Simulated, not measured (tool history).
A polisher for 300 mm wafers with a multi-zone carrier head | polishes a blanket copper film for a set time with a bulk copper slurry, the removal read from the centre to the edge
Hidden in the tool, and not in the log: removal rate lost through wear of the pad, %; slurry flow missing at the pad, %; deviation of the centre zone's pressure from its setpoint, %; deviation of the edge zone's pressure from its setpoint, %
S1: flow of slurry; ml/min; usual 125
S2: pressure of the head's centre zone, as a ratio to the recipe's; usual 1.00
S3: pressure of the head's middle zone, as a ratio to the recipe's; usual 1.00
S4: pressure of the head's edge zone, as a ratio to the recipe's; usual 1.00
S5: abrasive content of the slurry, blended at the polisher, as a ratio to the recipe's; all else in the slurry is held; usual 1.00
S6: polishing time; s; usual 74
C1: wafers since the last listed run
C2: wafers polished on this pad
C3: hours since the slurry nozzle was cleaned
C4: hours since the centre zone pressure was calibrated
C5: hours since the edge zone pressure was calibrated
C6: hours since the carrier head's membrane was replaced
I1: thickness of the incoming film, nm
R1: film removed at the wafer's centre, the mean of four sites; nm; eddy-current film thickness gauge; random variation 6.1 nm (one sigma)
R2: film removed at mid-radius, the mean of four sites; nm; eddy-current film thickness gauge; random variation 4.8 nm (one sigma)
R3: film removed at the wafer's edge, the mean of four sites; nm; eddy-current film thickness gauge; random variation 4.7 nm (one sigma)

| run | hour | S1 | S2 | S3 | S4 | S5 | S6 | C1 | C2 | C3 | C4 | C5 | C6 | I1 | R1 | R2 | R3 |
|---|---|---|---|---|---|---|---|---|---|---|---|---|---|---|---|---|---|
| 1 | 0.0 | 125 | 1.00 | 1.00 | 1.00 | 1.00 | 74 | 0 | 1144 | 86.7 | 147.0 | 1306.8 | 234.0 | 2673.7 | 615.1 | 622.4 | 614.3 |
|  | 9.2 | edge zone pressure recalibrated |
| 2 | 15.6 | 155 | 1.00 | 1.00 | 1.12 | 1.00 | 74 | 197 | 1342 | 102.3 | 162.6 | 6.4 | 249.6 | 2703.1 | 651.1 | 656.2 | 657.8 |
| 3 | 34.0 | 125 | 1.00 | 1.00 | 1.00 | 1.00 | 74 | 267 | 1609 | 120.7 | 181.0 | 24.8 | 268.0 | 2694.1 | 619.2 | 630.3 | 610.5 |
| 4 | 61.9 | 125 | 1.05 | 1.00 | 0.93 | 1.00 | 74 | 405 | 2015 | 148.6 | 208.9 | 52.7 | 295.9 | 2718.6 | 660.2 | 622.9 | 594.7 |
| 5 | 80.4 | 125 | 1.00 | 1.00 | 1.00 | 1.00 | 74 | 268 | 2284 | 167.1 | 227.4 | 71.2 | 314.4 | 2744.2 | 609.1 | 617.7 | 612.6 |
| 6 | 115.6 | 165 | 1.00 | 0.91 | 1.11 | 1.00 | 74 | 511 | 2795 | 202.3 | 262.6 | 106.4 | 349.6 | 2698.1 | 663.0 | 614.1 | 673.6 |
| 7 | 136.4 | 125 | 1.00 | 1.00 | 1.00 | 1.00 | 74 | 302 | 3098 | 223.1 | 283.4 | 127.2 | 370.4 | 2716.7 | 615.9 | 616.6 | 607.7 |
| 8 | 156.2 | 125 | 1.00 | 1.00 | 1.00 | 1.00 | 74 | 287 | 3385 | 242.9 | 303.2 | 147.0 | 390.2 | 2722.4 | 611.5 | 621.9 | 608.3 |
|  | 175.5 | worn pad replaced by a new one |
|  | 176.1 | centre zone pressure recalibrated |
| 9 | 183.9 | 125 | 1.00 | 1.00 | 1.00 | 1.00 | 74 | 335 | 112 | 270.6 | 7.8 | 174.7 | 417.9 | 2736.8 | 616.6 | 615.8 | 604.7 |
| 10 | 217.0 | 155 | 0.94 | 1.06 | 1.00 | 1.00 | 87 | 481 | 593 | 303.7 | 40.9 | 207.8 | 451.0 | 2715.0 | 719.9 | 807.7 | 747.0 |
| 11 | 232.5 | 125 | 1.00 | 1.00 | 1.00 | 1.00 | 74 | 225 | 819 | 319.2 | 56.4 | 223.3 | 466.5 | 2742.2 | 622.0 | 620.4 | 617.2 |
| 12 | 267.7 | 125 | 1.00 | 1.00 | 1.07 | 1.00 | 74 | 511 | 1330 | 354.4 | 91.6 | 258.5 | 501.7 | 2708.6 | 610.3 | 623.1 | 631.1 |
| 13 | 294.1 | 125 | 1.00 | 1.11 | 0.92 | 0.85 | 90 | 383 | 1714 | 380.8 | 118.0 | 284.9 | 528.1 | 2725.1 | 728.0 | 813.8 | 695.9 |
|  | 318.4 | slurry nozzle cleaned |
| 14 | 320.6 | 125 | 1.00 | 1.00 | 1.00 | 1.00 | 74 | 370 | 2084 | 2.2 | 144.5 | 311.4 | 554.6 | 2689.3 | 615.3 | 634.7 | 614.6 |
| 15 | 384.1 | 125 | 1.00 | 0.93 | 0.89 | 1.00 | 90 | 922 | 3007 | 65.7 | 208.0 | 374.9 | 618.1 | 2726.1 | 763.6 | 715.9 | 719.5 |
| 16 | 408.5 | 125 | 1.00 | 1.06 | 0.90 | 0.90 | 74 | 354 | 3362 | 90.1 | 232.4 | 399.3 | 642.5 | 2727.2 | 601.0 | 640.5 | 575.4 |
| 17 | 426.8 | 160 | 0.94 | 1.00 | 1.00 | 0.90 | 86 | 265 | 3628 | 108.4 | 250.7 | 417.6 | 660.8 | 2734.4 | 705.8 | 747.2 | 718.8 |
|  | 450.7 | worn pad replaced by a new one |
| 18 | 451.2 | 125 | 0.96 | 1.00 | 0.96 | 1.00 | 99 | 296 | 7 | 132.8 | 275.1 | 442.0 | 685.2 | 2696.1 | 787.2 | 827.2 | 798.6 |
| 19 | 468.7 | 125 | 1.00 | 1.00 | 0.91 | 1.00 | 74 | 254 | 261 | 150.3 | 292.6 | 459.5 | 702.7 | 2763.0 | 616.0 | 627.2 | 593.8 |
| 20 | 503.4 | 125 | 1.00 | 1.00 | 1.00 | 1.00 | 74 | 504 | 766 | 185.0 | 327.3 | 494.2 | 737.4 | 2701.5 | 619.6 | 624.1 | 617.3 |
| 21 | 525.1 | 125 | 0.91 | 0.90 | 1.11 | 0.75 | 74 | 315 | 1081 | 206.7 | 349.0 | 515.9 | 759.1 | 2678.8 | 524.9 | 532.0 | 597.1 |
|  | 528.0 | centre zone pressure recalibrated |
| 22 | 549.9 | 100 | 1.00 | 1.00 | 1.00 | 1.00 | 74 | 331 | 1412 | 231.5 | 21.9 | 540.7 | 783.9 | 2680.1 | 573.8 | 581.5 | 584.4 |

3 ways to go on from here, each from the tool as it stands after run 22. What would each give?
| A | 550.3 | 125 | 1.00 | 1.00 | 1.00 | 1.00 | 74 | 5 | 1418 | 231.9 | 22.3 | 541.1 | 784.3 | 2727.8 | ? | ? | ? |
| B | 550.3 | 125 | 1.00 | 1.00 | 1.04 | 1.00 | 74 | 5 | 1418 | 231.9 | 22.3 | 541.1 | 784.3 | 2727.8 | ? | ? | ? |
| C | 550.3 | 155 | 1.00 | 1.00 | 1.05 | 1.00 | 87 | 5 | 1418 | 231.9 | 22.3 | 541.1 | 784.3 | 2727.8 | ? | ? | ? |

| run | R1 | R2 | R3 |
|---|---|---|---|
| A | 617.3 | 624.1 | 619.5 |
| B | 617.3 | 624.1 | 630.1 |
| C | 766.0 | 769.5 | 769.6 |
Without the tool's hidden state the same runs would have given:
| run | R1 | R2 | R3 |
|---|---|---|---|
| A | 617.3 | 624.1 | 619.5 |
| B | 617.3 | 624.1 | 630.1 |
| C | 766.0 | 769.5 | 769.6 |
